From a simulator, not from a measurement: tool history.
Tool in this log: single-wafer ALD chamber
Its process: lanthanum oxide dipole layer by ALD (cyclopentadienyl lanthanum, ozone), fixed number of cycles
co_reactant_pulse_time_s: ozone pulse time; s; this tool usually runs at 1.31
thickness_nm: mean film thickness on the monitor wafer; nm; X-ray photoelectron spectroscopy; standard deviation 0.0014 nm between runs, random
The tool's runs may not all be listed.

run     day  co_reactant_pulse_time_s  read-back reference wafer on the same gauge, thickness_nm  thickness_nm
  1       0                      1.31                                                      0.646         0.532
  2   1.671                      1.14                                                      0.646         0.497
      3.508  -- ozone generator serviced
  3   8.454                      1.14                                                      0.646         0.513
  4  12.112                      1.14                                                      0.646         0.512
     13.788  -- gauge calibrated
  5  16.404                      1.31                                                      0.646         0.541
  6  20.067                      1.31                                                      0.646         0.537
  7  22.146                      1.31                                                      0.646         0.538
  8  26.392                      1.13                                                      0.647         0.494
     27.483  -- ozone generator serviced
  9  29.242                      1.13                                                      0.646         0.511
 10  31.108                      1.13                                                      0.646         0.509
 11    33.9                      1.31                                                      0.645         0.544
 12  38.288                      1.08                                                      0.646         0.494
 13   41.05                      1.31                                                      0.646         0.541
 14  43.738                      1.31                                                      0.646          0.54
 15  47.408                      1.47                                                      0.647         0.553
 16  51.738                      1.04                                                      0.646         0.466
       52.3  -- ozone generator serviced
 17    56.2                      1.31                                                      0.647         0.542
 18  57.762                      1.05                                                      0.646         0.489
     58.471  -- gauge calibrated
     60.683  -- thermocouple changed; heater temperature recalibrated
     63.121  -- showerhead replaced
 19  66.542                      1.31                                                      0.646         0.538
 20  68.121                      0.92                                                      0.646         0.432
 21  72.283                      1.31                                                      0.647         0.534
     73.783  -- ozone generator serviced
 22  75.662                      0.91                                                      0.646         0.433
 23  77.333                      0.98                                                      0.645         0.463
 24  80.279                      0.87                                                      0.646         0.412

Predict each of these 5 candidate next runs independently; none follows another, all start after run 24:
  A  80.296                      0.85                                                          ?             ?
  B  80.296                      1.45                                                          ?             ?
  C  80.296                      1.16                                                          ?             ?
  D  80.296                      1.71                                                          ?             ?
  E  80.296                      1.61                                                          ?             ?

run  read-back reference wafer on the same gauge, thickness_nm  thickness_nm
  A                                                      0.646         0.401
  B                                                      0.646         0.558
  C                                                      0.646         0.516
  D                                                      0.646         0.575
  E                                                      0.646          0.57
Stripped of hidden state, with their random variation kept, the same runs would have yielded:
run  thickness_nm
  A         0.408
  B         0.561
  C          0.52
  D         0.576
  E         0.572
